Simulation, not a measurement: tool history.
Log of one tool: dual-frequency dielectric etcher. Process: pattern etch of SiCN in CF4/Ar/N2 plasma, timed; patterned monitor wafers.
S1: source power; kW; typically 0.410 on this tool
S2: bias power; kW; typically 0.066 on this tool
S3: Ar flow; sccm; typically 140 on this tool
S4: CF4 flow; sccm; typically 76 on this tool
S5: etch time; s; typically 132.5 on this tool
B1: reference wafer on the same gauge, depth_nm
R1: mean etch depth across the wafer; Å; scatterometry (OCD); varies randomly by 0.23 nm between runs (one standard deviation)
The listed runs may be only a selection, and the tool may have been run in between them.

{"run": 1, "hour": 0.0, "S1": 0.41, "S2": 0.066, "S3": 163, "S4": 76, "S5": 132.5, "B1": 108.5, "R1": 951}
{"run": 2, "hour": 38.5, "S1": 0.41, "S2": 0.066, "S3": 163, "S4": 76, "S5": 132.5, "B1": 108.6, "R1": 952}
{"hour": 53.5, "done": "Ar flow controller replaced"}
{"run": 3, "hour": 88.6, "S1": 0.41, "S2": 0.066, "S3": 130, "S4": 76, "S5": 109.5, "B1": 108.6, "R1": 821}
{"hour": 108.3, "done": "gauge calibrated"}
{"run": 4, "hour": 137.0, "S1": 0.41, "S2": 0.066, "S3": 140, "S4": 76, "S5": 132.5, "B1": 108.6, "R1": 980}
{"hour": 165.1, "done": "upper electrode replaced"}
{"run": 5, "hour": 188.5, "S1": 0.41, "S2": 0.066, "S3": 140, "S4": 76, "S5": 132.5, "B1": 108.6, "R1": 985}
{"run": 6, "hour": 213.7, "S1": 0.41, "S2": 0.066, "S3": 140, "S4": 76, "S5": 132.5, "B1": 108.6, "R1": 984}
{"hour": 222.9, "done": "source power generator calibrated"}
{"run": 7, "hour": 266.6, "S1": 0.41, "S2": 0.066, "S3": 140, "S4": 76, "S5": 132.5, "B1": 108.8, "R1": 1024}
{"run": 8, "hour": 296.0, "S1": 0.32, "S2": 0.066, "S3": 155, "S4": 66, "S5": 132.5, "B1": 108.6, "R1": 828}
{"run": 9, "hour": 329.0, "S1": 0.41, "S2": 0.074, "S3": 140, "S4": 87, "S5": 107.0, "B1": 108.6, "R1": 860}
{"run": 10, "hour": 360.6, "S1": 0.41, "S2": 0.066, "S3": 140, "S4": 76, "S5": 132.5, "B1": 108.6, "R1": 1025}
{"run": 11, "hour": 385.1, "S1": 0.5, "S2": 0.051, "S3": 140, "S4": 76, "S5": 150.5, "B1": 108.5, "R1": 1286}
{"run": 12, "hour": 411.7, "S1": 0.31, "S2": 0.075, "S3": 154, "S4": 76, "S5": 149.0, "B1": 108.6, "R1": 959}
{"hour": 441.5, "done": "wet clean of the chamber"}
{"run": 13, "hour": 445.4, "S1": 0.41, "S2": 0.066, "S3": 140, "S4": 76, "S5": 132.5, "B1": 108.6, "R1": 997}
{"run": 14, "hour": 487.9, "S1": 0.31, "S2": 0.079, "S3": 140, "S4": 76, "S5": 132.5, "B1": 108.7, "R1": 852}
{"hour": 530.8, "done": "CF4 flow controller replaced"}
{"run": 15, "hour": 549.5, "S1": 0.41, "S2": 0.08, "S3": 140, "S4": 76, "S5": 132.5, "B1": 108.6, "R1": 1046}
{"run": 16, "hour": 588.4, "S1": 0.31, "S2": 0.052, "S3": 127, "S4": 91, "S5": 132.5, "B1": 108.5, "R1": 811}
{"hour": 628.3, "done": "bias power generator calibrated"}
{"run": 17, "hour": 632.3, "S1": 0.41, "S2": 0.066, "S3": 140, "S4": 59, "S5": 159.5, "B1": 108.7, "R1": 1174}
{"run": 18, "hour": 793.3, "S1": 0.41, "S2": 0.058, "S3": 117, "S4": 89, "S5": 132.5, "B1": 108.6, "R1": 1034}
{"hour": 831.9, "done": "gauge calibrated"}
{"run": 19, "hour": 843.7, "S1": 0.41, "S2": 0.066, "S3": 163, "S4": 76, "S5": 132.5, "B1": 108.6, "R1": 986}
{"run": 20, "hour": 905.3, "S1": 0.5, "S2": 0.066, "S3": 140, "S4": 68, "S5": 103.0, "B1": 108.6, "R1": 899}
{"run": 21, "hour": 937.0, "S1": 0.41, "S2": 0.075, "S3": 140, "S4": 76, "S5": 169.5, "B1": 108.5, "R1": 1341}

4 ways to go on from here, each from the tool as it stands after run 21. What would each give?
{"run": "A", "hour": 937.5, "S1": 0.41, "S2": 0.066, "S3": 140, "S4": 76, "S5": 143.0, "B1": "?", "R1": "?"}
{"run": "B", "hour": 937.5, "S1": 0.33, "S2": 0.066, "S3": 131, "S4": 85, "S5": 132.5, "B1": "?", "R1": "?"}
{"run": "C", "hour": 937.5, "S1": 0.32, "S2": 0.075, "S3": 140, "S4": 68, "S5": 97.5, "B1": "?", "R1": "?"}
{"run": "D", "hour": 937.5, "S1": 0.41, "S2": 0.08, "S3": 153, "S4": 76, "S5": 132.5, "B1": "?", "R1": "?"}

run=A B1=108.5 R1=1095
run=B B1=108.5 R1=888
run=C B1=108.5 R1=635
run=D B1=108.5 R1=1045
With no hidden state in the tool, these same runs would have given:
run=A R1=1075
run=B R1=872
run=C R1=623
run=D R1=1026
